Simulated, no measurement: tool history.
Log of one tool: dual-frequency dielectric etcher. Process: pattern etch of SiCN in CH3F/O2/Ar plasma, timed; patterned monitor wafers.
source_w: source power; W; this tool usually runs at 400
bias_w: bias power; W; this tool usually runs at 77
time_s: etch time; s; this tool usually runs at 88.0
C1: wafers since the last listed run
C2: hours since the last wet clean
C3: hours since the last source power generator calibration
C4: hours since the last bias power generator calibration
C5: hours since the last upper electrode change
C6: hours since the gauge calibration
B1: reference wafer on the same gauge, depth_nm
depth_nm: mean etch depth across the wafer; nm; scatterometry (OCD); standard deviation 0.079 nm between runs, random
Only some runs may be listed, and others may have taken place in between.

{"run": 1, "hour": 0.0, "source_w": 400, "bias_w": 89, "time_s": 88.0, "C1": 0, "C2": 486.3, "C3": 1325.9, "C4": 3925.9, "C5": 2973.6, "C6": 219.9, "B1": 27.21, "depth_nm": 33.36}
{"run": 2, "hour": 81.0, "source_w": 400, "bias_w": 89, "time_s": 88.0, "C1": 1086, "C2": 567.3, "C3": 1406.9, "C4": 4006.9, "C5": 3054.6, "C6": 300.9, "B1": 27.21, "depth_nm": 33.12}
{"hour": 123.8, "done": "wet clean of the chamber"}
{"run": 3, "hour": 124.3, "source_w": 320, "bias_w": 77, "time_s": 88.0, "C1": 258, "C2": 0.5, "C3": 1450.2, "C4": 4050.2, "C5": 3097.9, "C6": 344.2, "B1": 27.2, "depth_nm": 30.1}
{"run": 4, "hour": 133.7, "source_w": 320, "bias_w": 77, "time_s": 88.0, "C1": 126, "C2": 9.9, "C3": 1459.6, "C4": 4059.6, "C5": 3107.3, "C6": 353.6, "B1": 27.21, "depth_nm": 30.07}
{"run": 5, "hour": 154.4, "source_w": 320, "bias_w": 77, "time_s": 88.0, "C1": 277, "C2": 30.6, "C3": 1480.3, "C4": 4080.3, "C5": 3128.0, "C6": 374.3, "B1": 27.2, "depth_nm": 30.04}
{"hour": 158.0, "done": "gauge calibrated"}
{"run": 6, "hour": 174.9, "source_w": 400, "bias_w": 77, "time_s": 88.0, "C1": 275, "C2": 51.1, "C3": 1500.8, "C4": 4100.8, "C5": 3148.5, "C6": 16.9, "B1": 27.2, "depth_nm": 32.64}
{"run": 7, "hour": 210.8, "source_w": 400, "bias_w": 77, "time_s": 88.0, "C1": 481, "C2": 87.0, "C3": 1536.7, "C4": 4136.7, "C5": 3184.4, "C6": 52.8, "B1": 27.2, "depth_nm": 32.6}
{"hour": 217.3, "done": "bias power generator calibrated"}
{"hour": 239.3, "done": "upper electrode replaced, of another model than before"}
{"run": 8, "hour": 239.8, "source_w": 400, "bias_w": 77, "time_s": 88.0, "C1": 40, "C2": 116.0, "C3": 1565.7, "C4": 22.5, "C5": 0.5, "C6": 81.8, "B1": 27.2, "depth_nm": 32.47}
{"run": 9, "hour": 255.2, "source_w": 400, "bias_w": 77, "time_s": 88.0, "C1": 206, "C2": 131.4, "C3": 1581.1, "C4": 37.9, "C5": 15.9, "C6": 97.2, "B1": 27.2, "depth_nm": 32.37}
{"run": 10, "hour": 276.8, "source_w": 400, "bias_w": 77, "time_s": 88.0, "C1": 289, "C2": 153.0, "C3": 1602.7, "C4": 59.5, "C5": 37.5, "C6": 118.8, "B1": 27.21, "depth_nm": 32.43}
{"run": 11, "hour": 290.4, "source_w": 340, "bias_w": 65, "time_s": 101.5, "C1": 182, "C2": 166.6, "C3": 1616.3, "C4": 73.1, "C5": 51.1, "C6": 132.4, "B1": 27.21, "depth_nm": 33.68}
{"run": 12, "hour": 302.8, "source_w": 330, "bias_w": 59, "time_s": 71.0, "C1": 166, "C2": 179.0, "C3": 1628.7, "C4": 85.5, "C5": 63.5, "C6": 144.8, "B1": 27.2, "depth_nm": 22.61}
{"hour": 310.9, "done": "source power generator calibrated"}
{"run": 13, "hour": 337.2, "source_w": 400, "bias_w": 87, "time_s": 80.5, "C1": 407, "C2": 213.4, "C3": 26.3, "C4": 119.9, "C5": 97.9, "C6": 179.2, "B1": 27.2, "depth_nm": 31.06}
{"run": 14, "hour": 366.1, "source_w": 400, "bias_w": 77, "time_s": 113.5, "C1": 387, "C2": 242.3, "C3": 55.2, "C4": 148.8, "C5": 126.8, "C6": 208.1, "B1": 27.21, "depth_nm": 41.72}
{"run": 15, "hour": 383.3, "source_w": 400, "bias_w": 89, "time_s": 88.0, "C1": 230, "C2": 259.5, "C3": 72.4, "C4": 166.0, "C5": 144.0, "C6": 225.3, "B1": 27.21, "depth_nm": 34.14}
{"run": 16, "hour": 399.0, "source_w": 400, "bias_w": 92, "time_s": 104.5, "C1": 210, "C2": 275.2, "C3": 88.1, "C4": 181.7, "C5": 159.7, "C6": 241.0, "B1": 27.21, "depth_nm": 41.05}

Give the tool's hidden conditions for every run:
source power that arrives over what is set, %: 0 across all the runs
bias power that arrives over what is set, %: 0 across all the runs
gauge reads high (%): 0 across all the runs
H1: etch rate over this chamber's usual, %
run=1 H1=-1.63
run=2 H1=-1.89
run=3 H1=-0.0067
run=4 H1=-0.0359
run=5 H1=-0.1
run=6 H1=-0.164
run=7 H1=-0.275
run=8 H1=-0.365
run=9 H1=-0.413
run=10 H1=-0.48
run=11 H1=-0.522
run=12 H1=-0.561
run=13 H1=-0.668
run=14 H1=-0.757
run=15 H1=-0.811
run=16 H1=-0.86
